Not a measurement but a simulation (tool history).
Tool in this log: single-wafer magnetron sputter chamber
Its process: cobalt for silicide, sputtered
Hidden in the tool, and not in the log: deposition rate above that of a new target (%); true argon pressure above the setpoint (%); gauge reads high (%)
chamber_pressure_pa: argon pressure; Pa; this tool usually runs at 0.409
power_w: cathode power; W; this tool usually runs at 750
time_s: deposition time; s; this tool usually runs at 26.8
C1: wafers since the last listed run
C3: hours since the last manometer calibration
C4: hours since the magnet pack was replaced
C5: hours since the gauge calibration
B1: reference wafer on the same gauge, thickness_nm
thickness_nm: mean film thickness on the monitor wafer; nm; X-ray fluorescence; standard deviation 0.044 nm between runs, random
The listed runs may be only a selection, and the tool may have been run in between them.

run 1 day=0.000 | chamber_pressure_pa=0.342 power_w=850 time_s=26.8 | C1=0 wafers_on_the_sputter_target=10271 C3=2198.6 C4=10828.8 C5=807.7 | B1=7.825 | thickness_nm=10.707
run 2 day=3.358 | chamber_pressure_pa=0.409 power_w=750 time_s=26.8 | C1=1727 wafers_on_the_sputter_target=11999 C3=2279.2 C4=10909.4 C5=888.3 | B1=7.808 | thickness_nm=9.071
run 3 day=5.383 | chamber_pressure_pa=0.409 power_w=750 time_s=26.8 | C1=1041 wafers_on_the_sputter_target=13041 C3=2327.8 C4=10958.0 C5=936.9 | B1=7.816 | thickness_nm=9.148
run 4 day=9.283 | chamber_pressure_pa=0.409 power_w=750 time_s=26.8 | C1=2006 wafers_on_the_sputter_target=15047 C3=2421.4 C4=11051.6 C5=1030.5 | B1=7.819 | thickness_nm=9.102
run 5 day=12.475 | chamber_pressure_pa=0.409 power_w=750 time_s=26.8 | C1=1642 wafers_on_the_sputter_target=16689 C3=2498.0 C4=11128.2 C5=1107.1 | B1=7.814 | thickness_nm=9.120
run 6 day=14.767 | chamber_pressure_pa=0.409 power_w=750 time_s=26.8 | C1=1179 wafers_on_the_sputter_target=17868 C3=2553.0 C4=11183.2 C5=1162.1 | B1=7.829 | thickness_nm=9.108
-- day=15.367 sputter target and shields replaced
run 7 day=19.183 | chamber_pressure_pa=0.409 power_w=750 time_s=26.8 | C1=2100 wafers_on_the_sputter_target=1962 C3=2659.0 C4=11289.2 C5=1268.1 | B1=7.816 | thickness_nm=9.274
run 8 day=23.271 | chamber_pressure_pa=0.409 power_w=750 time_s=26.8 | C1=2102 wafers_on_the_sputter_target=4065 C3=2757.1 C4=11387.3 C5=1366.2 | B1=7.816 | thickness_nm=9.232
run 9 day=27.317 | chamber_pressure_pa=0.409 power_w=750 time_s=27.9 | C1=2081 wafers_on_the_sputter_target=6147 C3=2854.2 C4=11484.4 C5=1463.3 | B1=7.817 | thickness_nm=9.725
run 10 day=29.529 | chamber_pressure_pa=0.409 power_w=750 time_s=26.8 | C1=1138 wafers_on_the_sputter_target=7285 C3=2907.3 C4=11537.5 C5=1516.4 | B1=7.814 | thickness_nm=9.213
-- day=31.246 capacitance manometer re-zeroed and calibrated
run 11 day=33.642 | chamber_pressure_pa=0.467 power_w=850 time_s=31.8 | C1=1944 wafers_on_the_sputter_target=9229 C3=57.5 C4=11636.2 C5=1615.1 | B1=7.824 | thickness_nm=11.780
run 12 day=37.729 | chamber_pressure_pa=0.409 power_w=750 time_s=26.8 | C1=2102 wafers_on_the_sputter_target=11332 C3=155.6 C4=11734.3 C5=1713.2 | B1=7.822 | thickness_nm=9.072
run 13 day=40.458 | chamber_pressure_pa=0.409 power_w=600 time_s=28.8 | C1=1404 wafers_on_the_sputter_target=12737 C3=221.1 C4=11799.8 C5=1778.7 | B1=7.835 | thickness_nm=7.739
run 14 day=42.421 | chamber_pressure_pa=0.409 power_w=750 time_s=26.8 | C1=1009 wafers_on_the_sputter_target=13746 C3=268.2 C4=11846.9 C5=1825.8 | B1=7.821 | thickness_nm=8.895
run 15 day=45.396 | chamber_pressure_pa=0.471 power_w=600 time_s=31.1 | C1=1530 wafers_on_the_sputter_target=15277 C3=339.6 C4=11918.3 C5=1897.2 | B1=7.818 | thickness_nm=8.141
-- day=45.933 magnet pack replaced
run 16 day=48.692 | chamber_pressure_pa=0.558 power_w=600 time_s=25.3 | C1=1524 wafers_on_the_sputter_target=16801 C3=418.7 C4=66.2 C5=1976.3 | B1=7.828 | thickness_nm=6.370
-- day=51.271 sputter target and shields replaced
run 17 day=51.767 | chamber_pressure_pa=0.300 power_w=700 time_s=26.8 | C1=1410 wafers_on_the_sputter_target=255 C3=492.5 C4=140.0 C5=2050.1 | B1=7.821 | thickness_nm=8.936
run 18 day=54.267 | chamber_pressure_pa=0.459 power_w=900 time_s=32.1 | C1=1286 wafers_on_the_sputter_target=1541 C3=552.5 C4=200.0 C5=2110.1 | B1=7.821 | thickness_nm=12.968
-- day=56.042 gauge calibrated
run 19 day=58.638 | chamber_pressure_pa=0.409 power_w=750 time_s=26.8 | C1=2248 wafers_on_the_sputter_target=3790 C3=657.4 C4=304.9 C5=62.3 | B1=7.825 | thickness_nm=9.125
run 20 day=62.992 | chamber_pressure_pa=0.485 power_w=550 time_s=29.5 | C1=2240 wafers_on_the_sputter_target=6030 C3=761.9 C4=409.4 C5=166.8 | B1=7.826 | thickness_nm=7.153
run 21 day=66.704 | chamber_pressure_pa=0.493 power_w=650 time_s=22.2 | C1=1910 wafers_on_the_sputter_target=7940 C3=851.0 C4=498.5 C5=255.9 | B1=7.806 | thickness_nm=6.353
run 22 day=70.988 | chamber_pressure_pa=0.315 power_w=600 time_s=24.9 | C1=2203 wafers_on_the_sputter_target=10144 C3=953.8 C4=601.3 C5=358.7 | B1=7.825 | thickness_nm=7.017
run 23 day=79.712 | chamber_pressure_pa=0.523 power_w=650 time_s=32.1 | C1=4488 wafers_on_the_sputter_target=14633 C3=1163.2 C4=810.7 C5=568.1 | B1=7.812 | thickness_nm=8.949
run 24 day=81.400 | chamber_pressure_pa=0.409 power_w=750 time_s=26.8 | C1=868 wafers_on_the_sputter_target=15501 C3=1203.7 C4=851.2 C5=608.6 | B1=7.814 | thickness_nm=9.013
-- day=83.108 sputter target and shields replaced
run 25 day=85.412 | chamber_pressure_pa=0.409 power_w=950 time_s=26.8 | C1=1892 wafers_on_the_sputter_target=1184 C3=1300.0 C4=947.5 C5=704.9 | B1=7.816 | thickness_nm=11.625

Run 26, settings as shown, results not yet in. Your forecast:
run 26 day=88.325 | chamber_pressure_pa=0.526 power_w=750 time_s=26.8 | C1=1498 wafers_on_the_sputter_target=2683 C3=1369.9 C4=1017.4 C5=774.8 | B1=? | thickness_nm=?

{"run 26": {"B1": 7.824, "thickness_nm": 8.824}}
If the tool had no hidden condition, the same run with the same run-to-run variation would have returned thickness_nm 8.777 nm.

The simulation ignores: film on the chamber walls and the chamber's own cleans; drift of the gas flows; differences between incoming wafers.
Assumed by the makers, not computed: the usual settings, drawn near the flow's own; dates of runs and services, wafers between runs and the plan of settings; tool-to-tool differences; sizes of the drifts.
